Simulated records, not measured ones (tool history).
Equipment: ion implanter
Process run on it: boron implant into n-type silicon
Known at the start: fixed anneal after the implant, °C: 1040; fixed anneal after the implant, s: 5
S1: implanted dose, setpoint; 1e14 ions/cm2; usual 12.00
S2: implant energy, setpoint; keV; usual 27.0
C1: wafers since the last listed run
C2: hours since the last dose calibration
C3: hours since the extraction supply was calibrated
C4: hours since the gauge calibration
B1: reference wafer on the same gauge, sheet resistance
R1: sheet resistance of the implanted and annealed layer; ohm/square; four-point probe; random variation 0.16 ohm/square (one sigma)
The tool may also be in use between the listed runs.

| run | hour | S1 | S2 | C1 | C2 | C3 | C4 | B1 | R1 |
|---|---|---|---|---|---|---|---|---|---|
| 1 | 0.0 | 13.17 | 27.0 | 0 | 773.4 | 3759.8 | 529.0 | 115.04 | 97.62 |
| 2 | 14.5 | 13.17 | 27.0 | 370 | 787.9 | 3774.3 | 543.5 | 114.96 | 97.32 |
| 3 | 31.7 | 13.17 | 27.0 | 439 | 805.1 | 3791.5 | 560.7 | 115.05 | 97.41 |
| 4 | 95.5 | 13.61 | 30.5 | 1629 | 868.9 | 3855.3 | 624.5 | 115.01 | 94.30 |
|  | 170.0 | gauge calibrated |
| 5 | 171.7 | 12.00 | 33.0 | 1946 | 945.1 | 3931.5 | 1.7 | 115.02 | 103.70 |
| 6 | 184.6 | 12.00 | 33.0 | 329 | 958.0 | 3944.4 | 14.6 | 115.07 | 104.14 |
| 7 | 207.2 | 12.00 | 33.0 | 577 | 980.6 | 3967.0 | 37.2 | 115.04 | 104.08 |
| 8 | 275.4 | 13.09 | 27.0 | 1741 | 1048.8 | 4035.2 | 105.4 | 114.94 | 97.86 |
| 9 | 330.8 | 13.09 | 27.0 | 1415 | 1104.2 | 4090.6 | 160.8 | 115.04 | 98.06 |
| 10 | 427.5 | 14.28 | 32.5 | 2469 | 1200.9 | 4187.3 | 257.5 | 115.01 | 89.94 |
| 11 | 462.5 | 14.28 | 32.5 | 893 | 1235.9 | 4222.3 | 292.5 | 115.03 | 90.06 |
| 12 | 490.4 | 10.96 | 33.0 | 712 | 1263.8 | 4250.2 | 320.4 | 114.94 | 112.07 |
| 13 | 517.1 | 10.96 | 33.0 | 681 | 1290.5 | 4276.9 | 347.1 | 115.04 | 111.98 |
| 14 | 552.5 | 13.27 | 27.0 | 904 | 1325.9 | 4312.3 | 382.5 | 115.00 | 96.53 |
| 15 | 568.8 | 13.27 | 27.0 | 416 | 1342.2 | 4328.6 | 398.8 | 115.03 | 96.76 |
| 16 | 581.9 | 12.00 | 27.0 | 334 | 1355.3 | 4341.7 | 411.9 | 115.06 | 105.23 |
| 17 | 609.5 | 12.00 | 27.0 | 704 | 1382.9 | 4369.3 | 439.5 | 114.99 | 105.02 |
| 18 | 627.2 | 12.00 | 27.0 | 452 | 1400.6 | 4387.0 | 457.2 | 115.06 | 104.90 |
| 19 | 649.8 | 15.20 | 21.0 | 577 | 1423.2 | 4409.6 | 479.8 | 115.00 | 89.95 |
| 20 | 679.5 | 13.56 | 22.0 | 758 | 1452.9 | 4439.3 | 509.5 | 114.93 | 96.97 |
| 21 | 758.5 | 9.62 | 23.0 | 2017 | 1531.9 | 4518.3 | 588.5 | 115.04 | 127.59 |
|  | 765.6 | gauge calibrated |
| 22 | 778.9 | 14.22 | 19.5 | 521 | 1552.3 | 4538.7 | 13.3 | 114.93 | 95.31 |
|  | 832.2 | extraction supply calibrated |
| 23 | 877.4 | 15.05 | 35.5 | 2311 | 1650.8 | 45.2 | 111.8 | 115.01 | 85.88 |
| 24 | 896.4 | 12.00 | 27.0 | 485 | 1669.8 | 64.2 | 130.8 | 114.96 | 105.04 |
|  | 917.0 | Faraday cup replaced and dose calibrated |
| 25 | 917.5 | 13.04 | 24.5 | 334 | 0.5 | 85.3 | 151.9 | 114.94 | 99.97 |
| 26 | 945.5 | 13.25 | 33.5 | 715 | 28.5 | 113.3 | 179.9 | 115.01 | 96.46 |
| 27 | 975.5 | 12.00 | 27.0 | 766 | 58.5 | 143.3 | 209.9 | 115.03 | 106.12 |
| 28 | 991.4 | 14.83 | 20.5 | 406 | 74.4 | 159.2 | 225.8 | 115.00 | 92.51 |
| 29 | 1021.6 | 13.35 | 33.5 | 771 | 104.6 | 189.4 | 256.0 | 114.96 | 95.81 |
| 30 | 1055.5 | 12.00 | 27.0 | 865 | 138.5 | 223.3 | 289.9 | 114.96 | 105.49 |
| 31 | 1082.3 | 10.98 | 36.0 | 684 | 165.3 | 250.1 | 316.7 | 115.00 | 112.01 |
| 32 | 1100.2 | 12.00 | 27.0 | 457 | 183.2 | 268.0 | 334.6 | 115.00 | 105.81 |
| 33 | 1119.4 | 10.21 | 19.0 | 490 | 202.4 | 287.2 | 353.8 | 115.06 | 124.10 |
| 34 | 1134.3 | 14.19 | 32.0 | 380 | 217.3 | 302.1 | 368.7 | 114.97 | 91.44 |
| 35 | 1167.1 | 10.67 | 27.0 | 837 | 250.1 | 334.9 | 401.5 | 115.03 | 116.39 |
| 36 | 1203.0 | 14.61 | 23.5 | 916 | 286.0 | 370.8 | 437.4 | 114.95 | 91.73 |

Table of differences, measured result less the result of that run with no hidden state. Run-to-run variation is the same in both. Gauge scatter possibly is not:
What the log doesn't record here: deviation of the true dose from the Faraday cup's reading, %; deviation of the true energy from its setpoint, %; gauge reads high (%).
| run | R1 |
|---|---|
| 1 | -0.69 |
| 2 | -0.70 |
| 3 | -0.71 |
| 4 | -0.72 |
| 5 | -0.84 |
| 6 | -0.85 |
| 7 | -0.85 |
| 8 | -0.79 |
| 9 | -0.81 |
| 10 | -0.77 |
| 11 | -0.78 |
| 12 | -1.00 |
| 13 | -1.01 |
| 14 | -0.83 |
| 15 | -0.84 |
| 16 | -0.94 |
| 17 | -0.94 |
| 18 | -0.95 |
| 19 | -0.69 |
| 20 | -0.81 |
| 21 | -1.23 |
| 22 | -0.76 |
| 23 | -0.79 |
| 24 | -0.98 |
| 25 | +0.08 |
| 26 | +0.02 |
| 27 | -0.04 |
| 28 | -0.06 |
| 29 | -0.13 |
| 30 | -0.19 |
| 31 | -0.26 |
| 32 | -0.28 |
| 33 | -0.36 |
| 34 | -0.28 |
| 35 | -0.43 |
| 36 | -0.33 |
